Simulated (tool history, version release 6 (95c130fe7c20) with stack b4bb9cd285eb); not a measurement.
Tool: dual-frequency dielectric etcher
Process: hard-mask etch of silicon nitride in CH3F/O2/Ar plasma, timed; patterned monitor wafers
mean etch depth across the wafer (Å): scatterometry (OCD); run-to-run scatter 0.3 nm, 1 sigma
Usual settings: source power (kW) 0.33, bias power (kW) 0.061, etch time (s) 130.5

run,day,source power (kW),bias power (kW),etch time (s),"read-back reference wafer on the same gauge, depth_nm",mean etch depth across the wafer (Å)
1,0,0.35,0.061,130.5,70.9,856
2,1.871,0.33,0.051,130.5,70.9,790
3,2.288,0.33,0.051,130.5,71,791
4,2.867,0.33,0.051,130.5,71.1,786
# day 3.529: source power generator calibrated
5,3.55,0.33,0.061,130.5,71.1,827
6,3.771,0.33,0.061,130.5,71.1,827
7,4.346,0.33,0.061,130.5,70.9,827
8,4.658,0.33,0.061,130.5,71,827
# day 4.75: gauge calibrated
9,5.108,0.33,0.069,130.5,71,855
10,5.65,0.33,0.069,130.5,71,850
# day 5.938: bias power generator calibrated
# day 6.679: wet clean of the chamber
11,6.7,0.26,0.05,130.5,71.1,690
12,6.804,0.29,0.061,113.5,71.1,668
# day 8.308: upper electrode replaced
13,8.329,0.41,0.061,130.5,71,922
14,8.346,0.33,0.061,130.5,71,823
15,8.358,0.37,0.073,162,70.9,1142
16,8.75,0.33,0.061,100.5,71,637
17,9.317,0.26,0.048,107.5,70.9,559
18,9.8,0.27,0.061,94,71.2,533
19,10.533,0.33,0.066,130.5,71,846
20,10.95,0.4,0.061,104,71,724
21,11.217,0.33,0.061,130.5,71,822

Each row is a separate what-if for the run after 21, all from the same tool condition, not one after another. Results?
A,11.238,0.33,0.061,114.5,?,?
B,11.238,0.28,0.061,130.5,?,?
C,11.238,0.41,0.056,101.5,?,?
D,11.238,0.33,0.056,130.5,?,?

run,"read-back reference wafer on the same gauge, depth_nm",mean etch depth across the wafer (Å)
A,71.1,725
B,71.1,755
C,71.1,704
D,71.1,809
Without the tool's hidden state the same runs would have given:
run,mean etch depth across the wafer (Å)
A,725
B,755
C,704
D,809

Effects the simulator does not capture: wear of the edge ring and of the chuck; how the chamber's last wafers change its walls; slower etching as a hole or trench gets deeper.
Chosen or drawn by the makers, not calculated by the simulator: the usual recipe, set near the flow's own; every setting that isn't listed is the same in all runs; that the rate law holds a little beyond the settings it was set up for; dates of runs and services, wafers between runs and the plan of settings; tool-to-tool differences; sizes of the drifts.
